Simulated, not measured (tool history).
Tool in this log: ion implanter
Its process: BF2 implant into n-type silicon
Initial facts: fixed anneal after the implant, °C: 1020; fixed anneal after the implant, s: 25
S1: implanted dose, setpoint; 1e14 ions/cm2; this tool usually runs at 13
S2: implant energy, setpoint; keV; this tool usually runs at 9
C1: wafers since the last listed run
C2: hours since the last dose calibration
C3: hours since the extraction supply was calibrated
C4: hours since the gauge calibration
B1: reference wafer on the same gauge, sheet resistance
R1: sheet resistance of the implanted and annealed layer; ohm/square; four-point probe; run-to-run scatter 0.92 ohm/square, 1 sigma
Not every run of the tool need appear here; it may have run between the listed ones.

run   hour     S1    S2   C1      C2      C3     C4      B1      R1
  1      0     13     9    0  1170.7    1743  493.9     169  186.74
  2   27.4     13     9  463  1198.1  1770.4  521.3   168.9  187.58
  3   45.8     13     9  311  1216.5  1788.8  539.7  168.81  188.39
  4   57.9     13     9  204  1228.6  1800.9  551.8  168.99  186.65
  5   73.4     13     9  262  1244.1  1816.4  567.3  169.18  187.06
  6     89     13     9  263  1259.7    1832  582.9  169.07  187.37
  7  108.8     13     9  335  1279.5  1851.8  602.7  168.94  187.84
  8    122     13     9  223  1292.7    1865  615.9  169.19   189.2
  9  150.2     13     9  477  1320.9  1893.2  644.1  169.22  186.99
 10  173.2     13     9  389  1343.9  1916.2  667.1  169.19  187.47
 11  193.8     13     9  348  1364.5  1936.8  687.7  169.04  186.76
     216.7  -- gauge calibrated
 12  217.8     13     9  406  1388.5  1960.8    1.1  168.87  187.11
 13  253.6     13     9  605  1424.3  1996.6   36.9  169.11  187.69
 14  284.7     13     9  526  1455.4  2027.7     68  169.05  186.91
 15  302.9     13     8  307  1473.6  2045.9   86.2  168.99  191.47
 16  323.4  11.53     9  346  1494.1  2066.4  106.7   169.1  193.69
 17  354.1     13  11.5  519  1524.8  2097.1  137.4  168.97  177.37
 18  380.4     13   7.5  445  1551.1  2123.4  163.7  168.73  194.16
 19  395.8  11.88     8  260  1566.5  2138.8  179.1  169.03  197.78
     417.4  -- extraction supply calibrated
 20  423.8    9.5     6  338  1594.5     6.4  207.1  168.91  236.03
 21  458.5  14.01  10.5  587  1629.2    41.1  241.8  168.93  178.43
 22  483.9  14.68     9  429  1654.6    66.5  267.2  168.89  181.74
 23  496.6     13     9  214  1667.3    79.2  279.9  169.01  188.74
 24  530.5     13     9  573  1701.2   113.1  313.8   169.1   187.1
 25  551.4   9.87     7  353  1722.1     134  334.7  168.85  222.06
     567.5  -- Faraday cup replaced and dose calibrated
 26  571.5  14.64     9  204       4   154.1  354.8  169.02  183.02
 27  592.5   9.76     8  355      25   175.1  375.8  168.93  215.17
 28  619.6   9.83     6  458    52.1   202.2  402.9  169.02  230.55
 29  636.8     13     9  291    69.3   219.4  420.1  168.98  187.46
 30    650     13     7  223    82.5   232.6  433.3   169.1  197.78
 31  673.5     13    10  397     106   256.1  456.8   168.7   183.4
 32  694.9   9.45    11  362   127.4   277.5  478.2  169.13  203.14
 33  717.7     13     9  385   150.2   300.3    501  169.19  187.69
 34  732.5  15.97    12  250     165   315.1  515.8  169.01  168.88
 35  754.6  10.74    11  373   187.1   337.2  537.9  169.08  190.78
 36  802.6     13     9  812   235.1   385.2  585.9  169.14   186.8

What if the next run were any one of these 5? Each begins from the tool's condition after run 36:
  A   803   9.56     9   6  235.5  385.6  586.3   ?   ?
  B   803   11.6     9   6  235.5  385.6  586.3   ?   ?
  C   803  11.98  11.5   6  235.5  385.6  586.3   ?   ?
  D   803  15.39    10   6  235.5  385.6  586.3   ?   ?
  E   803  16.07    11   6  235.5  385.6  586.3   ?   ?

run      B1      R1
  A  169.12  210.54
  B  169.12  193.24
  C  169.12  180.45
  D  169.12  175.95
  E  169.12  171.07
Take away the tool's hidden state, keep each run's random variation, and the runs would have read:
run      R1
  A  210.54
  B  193.24
  C  180.45
  D  175.95
  E  171.07

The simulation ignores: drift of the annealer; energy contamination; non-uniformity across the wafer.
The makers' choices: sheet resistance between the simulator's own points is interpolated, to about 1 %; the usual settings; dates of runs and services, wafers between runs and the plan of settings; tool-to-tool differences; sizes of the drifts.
